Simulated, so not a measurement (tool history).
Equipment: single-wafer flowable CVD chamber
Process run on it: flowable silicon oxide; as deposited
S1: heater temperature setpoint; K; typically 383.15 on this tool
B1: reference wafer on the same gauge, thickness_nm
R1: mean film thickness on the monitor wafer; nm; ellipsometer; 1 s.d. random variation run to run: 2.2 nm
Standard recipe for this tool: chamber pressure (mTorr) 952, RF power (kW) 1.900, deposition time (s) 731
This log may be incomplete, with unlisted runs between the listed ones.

run 1 day=0.000 | S1=383.15 chamber_pressure_(mTorr)=952 RF_power_(kW)=1.900 deposition_time_(s)=731 | B1=437.544 | R1=382.676
run 2 day=2.379 | S1=383.15 chamber_pressure_(mTorr)=952 RF_power_(kW)=1.900 deposition_time_(s)=731 | B1=440.303 | R1=387.210
run 3 day=3.608 | S1=383.15 chamber_pressure_(mTorr)=952 RF_power_(kW)=1.900 deposition_time_(s)=731 | B1=440.225 | R1=387.073
run 4 day=4.521 | S1=383.15 chamber_pressure_(mTorr)=952 RF_power_(kW)=1.900 deposition_time_(s)=731 | B1=440.359 | R1=392.636
run 5 day=5.146 | S1=383.15 chamber_pressure_(mTorr)=952 RF_power_(kW)=1.900 deposition_time_(s)=731 | B1=441.884 | R1=387.860
run 6 day=5.671 | S1=383.15 chamber_pressure_(mTorr)=952 RF_power_(kW)=1.900 deposition_time_(s)=731 | B1=440.800 | R1=389.871
run 7 day=6.175 | S1=383.15 chamber_pressure_(mTorr)=1009 RF_power_(kW)=1.730 deposition_time_(s)=731 | B1=441.366 | R1=407.928
run 8 day=6.788 | S1=377.15 chamber_pressure_(mTorr)=952 RF_power_(kW)=1.900 deposition_time_(s)=818 | B1=442.117 | R1=524.548
-- day=7.121 gauge calibrated
run 9 day=8.275 | S1=394.15 chamber_pressure_(mTorr)=952 RF_power_(kW)=2.105 deposition_time_(s)=803 | B1=432.620 | R1=317.880
run 10 day=9.733 | S1=390.15 chamber_pressure_(mTorr)=952 RF_power_(kW)=2.200 deposition_time_(s)=731 | B1=432.990 | R1=324.944
run 11 day=10.983 | S1=383.15 chamber_pressure_(mTorr)=952 RF_power_(kW)=1.900 deposition_time_(s)=731 | B1=432.605 | R1=383.594
run 12 day=11.896 | S1=383.15 chamber_pressure_(mTorr)=952 RF_power_(kW)=1.900 deposition_time_(s)=731 | B1=433.016 | R1=381.921
run 13 day=12.562 | S1=378.15 chamber_pressure_(mTorr)=952 RF_power_(kW)=1.710 deposition_time_(s)=635 | B1=434.092 | R1=374.388
run 14 day=13.392 | S1=383.15 chamber_pressure_(mTorr)=952 RF_power_(kW)=1.900 deposition_time_(s)=731 | B1=432.920 | R1=384.879
-- day=13.946 showerhead replaced
run 15 day=14.617 | S1=383.15 chamber_pressure_(mTorr)=952 RF_power_(kW)=1.900 deposition_time_(s)=731 | B1=432.765 | R1=383.958
run 16 day=15.529 | S1=383.15 chamber_pressure_(mTorr)=952 RF_power_(kW)=1.900 deposition_time_(s)=731 | B1=433.468 | R1=387.510
run 17 day=16.708 | S1=393.15 chamber_pressure_(mTorr)=952 RF_power_(kW)=1.900 deposition_time_(s)=606 | B1=434.237 | R1=242.649
run 18 day=17.371 | S1=395.15 chamber_pressure_(mTorr)=870 RF_power_(kW)=1.900 deposition_time_(s)=845 | B1=433.897 | R1=291.858

What does the tool deliver on the next run?
run 19 day=18.792 | S1=383.15 chamber_pressure_(mTorr)=1159 RF_power_(kW)=1.900 deposition_time_(s)=873 | B1=? | R1=?

{"run 19": {"B1": 434.048, "R1": 549.905}}
With the hidden condition absent and the run-to-run variation left alone, this run would have shown R1 546.517 nm.
